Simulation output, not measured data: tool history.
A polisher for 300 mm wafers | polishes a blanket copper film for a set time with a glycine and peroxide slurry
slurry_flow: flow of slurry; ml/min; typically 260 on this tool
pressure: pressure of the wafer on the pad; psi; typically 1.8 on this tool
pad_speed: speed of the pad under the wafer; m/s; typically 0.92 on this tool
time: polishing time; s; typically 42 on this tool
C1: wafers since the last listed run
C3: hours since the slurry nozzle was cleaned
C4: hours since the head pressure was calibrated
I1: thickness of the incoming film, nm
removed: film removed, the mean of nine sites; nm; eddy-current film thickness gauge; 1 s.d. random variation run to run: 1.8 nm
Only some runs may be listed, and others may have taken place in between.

run 1 hour=0 | slurry_flow=260 pressure=1.8 pad_speed=0.92 time=30 | C1=0 wafers_polished_on_this_pad=18 C3=326.1 C4=75.8 | I1=942.9 | removed=112.8
run 2 hour=32.9 | slurry_flow=260 pressure=1.8 pad_speed=0.92 time=30 | C1=352 wafers_polished_on_this_pad=370 C3=359 C4=108.7 | I1=956.2 | removed=112.6
run 3 hour=50.2 | slurry_flow=260 pressure=1.8 pad_speed=0.92 time=30 | C1=185 wafers_polished_on_this_pad=555 C3=376.3 C4=126 | I1=964.9 | removed=113.6
run 4 hour=72.6 | slurry_flow=260 pressure=1.8 pad_speed=0.92 time=42 | C1=239 wafers_polished_on_this_pad=795 C3=398.7 C4=148.4 | I1=954.9 | removed=161
run 5 hour=86 | slurry_flow=260 pressure=1.8 pad_speed=0.92 time=42 | C1=143 wafers_polished_on_this_pad=939 C3=412.1 C4=161.8 | I1=941.6 | removed=154.8
run 6 hour=119.5 | slurry_flow=260 pressure=1.8 pad_speed=0.92 time=42 | C1=358 wafers_polished_on_this_pad=1297 C3=445.6 C4=195.3 | I1=942.8 | removed=153.1
-- hour=129.4 worn pad replaced by a new one
run 7 hour=155.4 | slurry_flow=260 pressure=1.8 pad_speed=0.92 time=42 | C1=341 wafers_polished_on_this_pad=278 C3=481.5 C4=231.2 | I1=971.7 | removed=159.6
run 8 hour=215 | slurry_flow=260 pressure=1.8 pad_speed=0.92 time=42 | C1=638 wafers_polished_on_this_pad=916 C3=541.1 C4=290.8 | I1=954.7 | removed=155.7
run 9 hour=245.1 | slurry_flow=260 pressure=1.8 pad_speed=0.92 time=42 | C1=322 wafers_polished_on_this_pad=1238 C3=571.2 C4=320.9 | I1=952.4 | removed=152.1
run 10 hour=258 | slurry_flow=260 pressure=1.8 pad_speed=0.92 time=42 | C1=138 wafers_polished_on_this_pad=1376 C3=584.1 C4=333.8 | I1=963 | removed=147.7
-- hour=265.2 worn pad replaced by a new one
run 11 hour=274.5 | slurry_flow=260 pressure=1.8 pad_speed=0.92 time=42 | C1=133 wafers_polished_on_this_pad=100 C3=600.6 C4=350.3 | I1=958.7 | removed=155
run 12 hour=291.1 | slurry_flow=195 pressure=1.8 pad_speed=1.12 time=42 | C1=177 wafers_polished_on_this_pad=277 C3=617.2 C4=366.9 | I1=962.1 | removed=174.4
run 13 hour=319.5 | slurry_flow=195 pressure=1.8 pad_speed=1.12 time=42 | C1=304 wafers_polished_on_this_pad=581 C3=645.6 C4=395.3 | I1=959.1 | removed=169.5
run 14 hour=340 | slurry_flow=260 pressure=1.8 pad_speed=0.92 time=42 | C1=219 wafers_polished_on_this_pad=801 C3=666.1 C4=415.8 | I1=971.9 | removed=149.2
run 15 hour=365.6 | slurry_flow=195 pressure=1.8 pad_speed=0.92 time=55 | C1=274 wafers_polished_on_this_pad=1075 C3=691.7 C4=441.4 | I1=958.8 | removed=185.2
-- hour=380.3 slurry nozzle cleaned
run 16 hour=392.3 | slurry_flow=260 pressure=2.2 pad_speed=1.02 time=42 | C1=275 wafers_polished_on_this_pad=1350 C3=12 C4=468.1 | I1=971.5 | removed=179.6
-- hour=409.1 worn pad replaced by a new one
-- hour=413.9 head pressure recalibrated
run 17 hour=463.4 | slurry_flow=260 pressure=1.8 pad_speed=0.92 time=42 | C1=696 wafers_polished_on_this_pad=560 C3=83.1 C4=49.5 | I1=971.5 | removed=154.2
run 18 hour=479.9 | slurry_flow=260 pressure=1.8 pad_speed=0.92 time=30 | C1=176 wafers_polished_on_this_pad=736 C3=99.6 C4=66 | I1=960.8 | removed=110.6
run 19 hour=492 | slurry_flow=260 pressure=1.8 pad_speed=0.92 time=42 | C1=129 wafers_polished_on_this_pad=866 C3=111.7 C4=78.1 | I1=966.8 | removed=153.8
run 20 hour=507.1 | slurry_flow=300 pressure=2.2 pad_speed=0.78 time=42 | C1=161 wafers_polished_on_this_pad=1027 C3=126.8 C4=93.2 | I1=956.1 | removed=156
-- hour=551.9 worn pad replaced by a new one
run 21 hour=552.4 | slurry_flow=285 pressure=1.8 pad_speed=1.1 time=32 | C1=442 wafers_polished_on_this_pad=5 C3=172.1 C4=138.5 | I1=969.7 | removed=138.4
run 22 hour=578.1 | slurry_flow=260 pressure=1.6 pad_speed=0.92 time=49 | C1=275 wafers_polished_on_this_pad=280 C3=197.8 C4=164.2 | I1=958.8 | removed=167.8
run 23 hour=602.1 | slurry_flow=260 pressure=1.8 pad_speed=0.92 time=33 | C1=256 wafers_polished_on_this_pad=537 C3=221.8 C4=188.2 | I1=960.8 | removed=122.4
run 24 hour=629.9 | slurry_flow=260 pressure=1.8 pad_speed=0.64 time=42 | C1=297 wafers_polished_on_this_pad=834 C3=249.6 C4=216 | I1=968.4 | removed=118.1
run 25 hour=654.3 | slurry_flow=285 pressure=1.8 pad_speed=1.2 time=42 | C1=261 wafers_polished_on_this_pad=1096 C3=274 C4=240.4 | I1=950.3 | removed=180.1
run 26 hour=666.6 | slurry_flow=310 pressure=1.8 pad_speed=0.8 time=53 | C1=131 wafers_polished_on_this_pad=1227 C3=286.3 C4=252.7 | I1=962.9 | removed=169.3
run 27 hour=680 | slurry_flow=260 pressure=1.8 pad_speed=0.64 time=49 | C1=143 wafers_polished_on_this_pad=1371 C3=299.7 C4=266.1 | I1=974.5 | removed=130.7

Here are 4 independent what-if runs from the current tool condition. What would each one return?
run A hour=680.4 | slurry_flow=260 pressure=1.8 pad_speed=0.92 time=28 | C1=4 wafers_polished_on_this_pad=1375 C3=300.1 C4=266.5 | I1=955.2 | removed=?
run B hour=680.4 | slurry_flow=340 pressure=1.8 pad_speed=0.92 time=42 | C1=4 wafers_polished_on_this_pad=1375 C3=300.1 C4=266.5 | I1=955.2 | removed=?
run C hour=680.4 | slurry_flow=260 pressure=1.6 pad_speed=0.72 time=42 | C1=4 wafers_polished_on_this_pad=1375 C3=300.1 C4=266.5 | I1=955.2 | removed=?
run D hour=680.4 | slurry_flow=260 pressure=1.5 pad_speed=1.24 time=55 | C1=4 wafers_polished_on_this_pad=1375 C3=300.1 C4=266.5 | I1=955.2 | removed=?

run=A removed=98.7
run=B removed=151.6
run=C removed=116.3
run=D removed=214.3
With no hidden state in the tool, these same runs would have given:
run=A removed=107.7
run=B removed=165.4
run=C removed=126.4
run=D removed=234.2
